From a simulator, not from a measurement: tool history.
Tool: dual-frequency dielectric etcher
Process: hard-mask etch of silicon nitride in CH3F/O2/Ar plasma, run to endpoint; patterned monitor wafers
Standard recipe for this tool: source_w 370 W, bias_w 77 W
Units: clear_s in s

| run | hour | source_w | bias_w | incoming incoming film thickness, nm | clear_s |
|---|---|---|---|---|---|
| 1 | 0 | 370 | 77 | 36.17 | 47.2 |
| 2 | 32.4 | 310 | 77 | 35.82 | 49.5 |
| 3 | 72.3 | 370 | 77 | 35.74 | 46.4 |
| 4 | 108.5 | 370 | 77 | 36.39 | 47.4 |
|  | 185.3 | wet clean of the chamber |
| 5 | 185.8 | 370 | 77 | 35.93 | 49.7 |
| 6 | 207.4 | 440 | 77 | 35.99 | 47.6 |
| 7 | 242.6 | 440 | 77 | 36.38 | 48.1 |
| 8 | 283.5 | 440 | 77 | 35.89 | 47 |
| 9 | 338.1 | 370 | 77 | 36.3 | 49.2 |
| 10 | 365.5 | 370 | 77 | 36.18 | 48.5 |
|  | 385.9 | source power generator calibrated |
|  | 391.1 | bias power generator calibrated |
| 11 | 410.7 | 370 | 77 | 36.26 | 49.1 |
| 12 | 477.2 | 370 | 77 | 36.29 | 47.8 |
| 13 | 502.9 | 300 | 96 | 36.3 | 47.6 |
|  | 549 | wet clean of the chamber |
| 14 | 549.5 | 370 | 63 | 36.36 | 52.7 |
| 15 | 590.9 | 330 | 59 | 36.66 | 54.4 |
| 16 | 615.5 | 300 | 91 | 36.1 | 49.5 |
| 17 | 654.1 | 340 | 82 | 36.28 | 49.4 |
|  | 693.3 | upper electrode replaced |
| 18 | 720.7 | 410 | 77 | 36.21 | 47.2 |
| 19 | 776.6 | 310 | 82 | 36.16 | 49.2 |
| 20 | 831.6 | 440 | 77 | 36.35 | 45.6 |
| 21 | 888.5 | 290 | 91 | 36.41 | 48.6 |
| 22 | 922.5 | 370 | 77 | 36.04 | 47.4 |
| 23 | 959 | 370 | 77 | 36.41 | 47.8 |
|  | 997.5 | wet clean of the chamber |
| 24 | 1001.9 | 290 | 84 | 36.3 | 52.4 |

Below, each run's measurement less what the same run would have read without the hidden state. Both values contain the same run-to-run variation, but the gauge's scatter may not be the same in both:
Hidden state at play: etch rate over this chamber's usual, %; source power that arrives over what is set, %; bias power that arrives over what is set, %.
| run | clear_s |
|---|---|
| 1 | -2.3 |
| 2 | -2.5 |
| 3 | -2.7 |
| 4 | -3 |
| 5 | +0.2 |
| 6 | +0 |
| 7 | -0.2 |
| 8 | -0.5 |
| 9 | -0.9 |
| 10 | -1.1 |
| 11 | -1.4 |
| 12 | -1.7 |
| 13 | -1.9 |
| 14 | -0.2 |
| 15 | -0.5 |
| 16 | -0.6 |
| 17 | -0.9 |
| 18 | -1.2 |
| 19 | -1.7 |
| 20 | -1.9 |
| 21 | -2.4 |
| 22 | -2.5 |
| 23 | -2.8 |
| 24 | +0.1 |
